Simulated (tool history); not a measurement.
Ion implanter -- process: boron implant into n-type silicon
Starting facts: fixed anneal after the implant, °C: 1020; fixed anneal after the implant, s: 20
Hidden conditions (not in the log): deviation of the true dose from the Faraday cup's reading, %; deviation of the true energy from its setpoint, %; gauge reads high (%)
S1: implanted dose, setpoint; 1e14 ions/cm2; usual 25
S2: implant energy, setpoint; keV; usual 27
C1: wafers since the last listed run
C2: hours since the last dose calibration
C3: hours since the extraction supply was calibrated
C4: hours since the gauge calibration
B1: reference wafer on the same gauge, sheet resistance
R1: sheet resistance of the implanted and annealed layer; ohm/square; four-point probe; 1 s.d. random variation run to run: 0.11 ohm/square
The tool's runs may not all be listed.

run 1 day=0 | S1=25 S2=34 | C1=0 C2=893.2 C3=1815.1 C4=294.2 | B1=65.72 | R1=52.15
run 2 day=2.083 | S1=25 S2=34 | C1=472 C2=943.2 C3=1865.1 C4=344.2 | B1=65.69 | R1=52.06
run 3 day=2.804 | S1=25 S2=27 | C1=163 C2=960.5 C3=1882.4 C4=361.5 | B1=65.7 | R1=54.85
run 4 day=4.1 | S1=25 S2=27 | C1=293 C2=991.6 C3=1913.5 C4=392.6 | B1=65.69 | R1=55.04
-- day=4.338 gauge calibrated
run 5 day=5.062 | S1=22.07 S2=27 | C1=218 C2=1014.7 C3=1936.6 C4=17.4 | B1=65.75 | R1=59.17
run 6 day=5.988 | S1=22.07 S2=27 | C1=209 C2=1036.9 C3=1958.8 C4=39.6 | B1=65.7 | R1=59.11
run 7 day=6.75 | S1=25 S2=27 | C1=172 C2=1055.2 C3=1977.1 C4=57.9 | B1=65.68 | R1=55.17
run 8 day=7.458 | S1=25 S2=27 | C1=160 C2=1072.2 C3=1994.1 C4=74.9 | B1=65.68 | R1=54.94
run 9 day=8.342 | S1=19.11 S2=27 | C1=200 C2=1093.4 C3=2015.3 C4=96.1 | B1=65.71 | R1=64.99
run 10 day=9.012 | S1=19.11 S2=27 | C1=152 C2=1109.5 C3=2031.4 C4=112.2 | B1=65.69 | R1=64.85
run 11 day=13.429 | S1=29.39 S2=27 | C1=1001 C2=1215.5 C3=2137.4 C4=218.2 | B1=65.68 | R1=50.46
-- day=14.929 extraction supply calibrated
run 12 day=14.95 | S1=29.39 S2=27 | C1=269 C2=1252 C3=0.5 C4=254.7 | B1=65.7 | R1=50.6
run 13 day=15.933 | S1=25 S2=27 | C1=223 C2=1275.6 C3=24.1 C4=278.3 | B1=65.68 | R1=55.04
run 14 day=17.188 | S1=28.48 S2=36 | C1=284 C2=1305.7 C3=54.2 C4=308.4 | B1=65.74 | R1=47.27
run 15 day=17.908 | S1=29.42 S2=19.5 | C1=163 C2=1323 C3=71.5 C4=325.7 | B1=65.68 | R1=57.2
-- day=19.025 gauge calibrated
run 16 day=19.129 | S1=19.11 S2=27 | C1=276 C2=1352.3 C3=100.8 C4=2.5 | B1=65.72 | R1=65.12
run 17 day=20.212 | S1=25 S2=27 | C1=245 C2=1378.3 C3=126.8 C4=28.5 | B1=65.71 | R1=54.77
run 18 day=20.846 | S1=25 S2=27 | C1=143 C2=1393.5 C3=142 C4=43.7 | B1=65.69 | R1=54.94
-- day=21.696 Faraday cup replaced and dose calibrated
run 19 day=21.717 | S1=19.93 S2=34 | C1=121 C2=0.5 C3=162.9 C4=64.6 | B1=65.68 | R1=61.1
run 20 day=23.117 | S1=25 S2=30.5 | C1=317 C2=34.1 C3=196.5 C4=98.2 | B1=65.7 | R1=53.18
run 21 day=23.625 | S1=29.41 S2=34 | C1=115 C2=46.3 C3=208.7 C4=110.4 | B1=65.75 | R1=47.12
run 22 day=24.171 | S1=29.77 S2=27 | C1=123 C2=59.4 C3=221.8 C4=123.5 | B1=65.72 | R1=50.32
run 23 day=24.812 | S1=29.03 S2=27 | C1=145 C2=74.8 C3=237.2 C4=138.9 | B1=65.74 | R1=50.8
run 24 day=26.062 | S1=20.02 S2=33.5 | C1=283 C2=104.8 C3=267.2 C4=168.9 | B1=65.71 | R1=60.97
run 25 day=27.325 | S1=31.47 S2=35 | C1=286 C2=135.1 C3=297.5 C4=199.2 | B1=65.67 | R1=45.32
run 26 day=28.383 | S1=25 S2=27 | C1=240 C2=160.5 C3=322.9 C4=224.6 | B1=65.69 | R1=54.88

Alternative continuations, all from the tool just after run 26; predict every row:
run A day=28.4 | S1=25 S2=27 | C1=3 C2=160.9 C3=323.3 C4=225 | B1=? | R1=?
run B day=28.4 | S1=21.86 S2=27 | C1=3 C2=160.9 C3=323.3 C4=225 | B1=? | R1=?
run C day=28.4 | S1=28.4 S2=33 | C1=3 C2=160.9 C3=323.3 C4=225 | B1=? | R1=?

run=A B1=65.66 R1=55.1
run=B B1=65.66 R1=59.68
run=C B1=65.66 R1=48.7
With the hidden condition removed and each run's random variation left untouched, the same runs would have given:
run=A R1=55.1
run=B R1=59.68
run=C R1=48.7
